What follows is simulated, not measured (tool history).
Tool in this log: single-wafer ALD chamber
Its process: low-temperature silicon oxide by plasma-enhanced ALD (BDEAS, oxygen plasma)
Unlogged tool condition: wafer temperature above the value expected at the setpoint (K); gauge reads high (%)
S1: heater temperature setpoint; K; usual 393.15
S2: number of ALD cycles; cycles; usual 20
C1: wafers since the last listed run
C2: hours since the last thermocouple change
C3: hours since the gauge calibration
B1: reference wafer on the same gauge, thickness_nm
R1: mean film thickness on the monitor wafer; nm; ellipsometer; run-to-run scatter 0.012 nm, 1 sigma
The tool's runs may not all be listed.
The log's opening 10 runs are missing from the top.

run   hour      S1  S2    C1      C2     C3     B1     R1
 11  460.5  393.15  21   779   724.6  378.7  3.194  3.101
 12  530.2  393.15  21   898   794.3  448.4  3.191  3.122
 13  571.8  393.15  20   536   835.9  490.0  3.188  2.975
 14  621.7  393.15  20   643   885.8  539.9  3.186  2.969
 15  662.3  393.15  20   523   926.4  580.5  3.183  2.985
 16  692.7  393.15  20   391   956.8  610.9  3.180  2.981
 17  863.0  383.15  19  2194  1127.1  781.2  3.168  2.864
 18  903.7  393.15  20   524  1167.8  821.9  3.165  2.944
 19  932.4  383.15  18   369  1196.5  850.6  3.161  2.689
 20  998.9  393.15  20   857  1263.0  917.1  3.156  2.943

Run 21, settings as shown, results not yet in. Your forecast:
 21  1049.2  379.15  20  648  1313.3  967.4   ?   ?

{"run 21": {"B1": 3.149, "R1": 3.004}}
On a tool with no hidden condition, and with the same random variation, this run would have come out at R1 3.062 nm.
